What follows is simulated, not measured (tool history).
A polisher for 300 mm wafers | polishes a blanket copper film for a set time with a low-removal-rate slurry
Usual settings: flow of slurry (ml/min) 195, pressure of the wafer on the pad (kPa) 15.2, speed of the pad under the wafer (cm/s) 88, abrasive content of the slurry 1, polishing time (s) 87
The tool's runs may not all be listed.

run,day,flow of slurry (ml/min),pressure of the wafer on the pad (kPa),speed of the pad under the wafer (cm/s),abrasive content of the slurry,polishing time (s),"incoming thickness of the incoming film, nm",film removed (Å)
1,0,195,15.2,88,1,87,732.4,1824
2,0.454,195,15.2,88,1,87,744.5,1806
3,0.946,195,15.2,88,1,101,745.2,2109
4,1.321,195,15.2,88,1,101,732.9,2086
5,2.058,180,15.2,106,1,87,734,2157
6,2.65,180,15.2,106,1,87,726.6,2158
7,2.917,195,12.4,88,1.2,87,747.2,1485
# day 3.346: worn pad replaced by a new one
8,3.367,195,12.4,88,1.2,87,731.1,1517
# day 3.496: slurry blender recalibrated
9,3.517,195,12.4,88,1.2,87,754,1535
10,4.029,195,15.2,88,1,87,740.9,1758
11,4.454,235,15.2,72,1,87,741.2,1509
12,5.179,195,15.2,88,1.15,87,741.1,1841
13,5.75,195,15.2,88,1,106,742.2,2211
14,6.246,135,11.7,88,1,87,742.6,1295
15,6.688,195,15.2,88,1,87,728.9,1798
# day 6.958: slurry nozzle cleaned
# day 7.504: head pressure recalibrated
16,7.729,195,10.3,88,1,87,740.6,1199
17,8.025,215,19.3,88,1,87,728.9,2328
# day 8.929: worn pad replaced by a new one
18,8.95,195,11.7,88,1,96,739.9,1537
19,9.038,195,15.2,88,1,87,741,1795
20,9.767,195,15.2,88,0.85,66,754.4,1348

What the log doesn't show, run by run:
removal rate lost through wear of the pad, %: 0 in every run
slurry flow missing at the pad, %: 0 in every run
deviation of the head's pressure from its setpoint, %: 0 in every run
abrasive missing from the slurry, %: 0 in every run
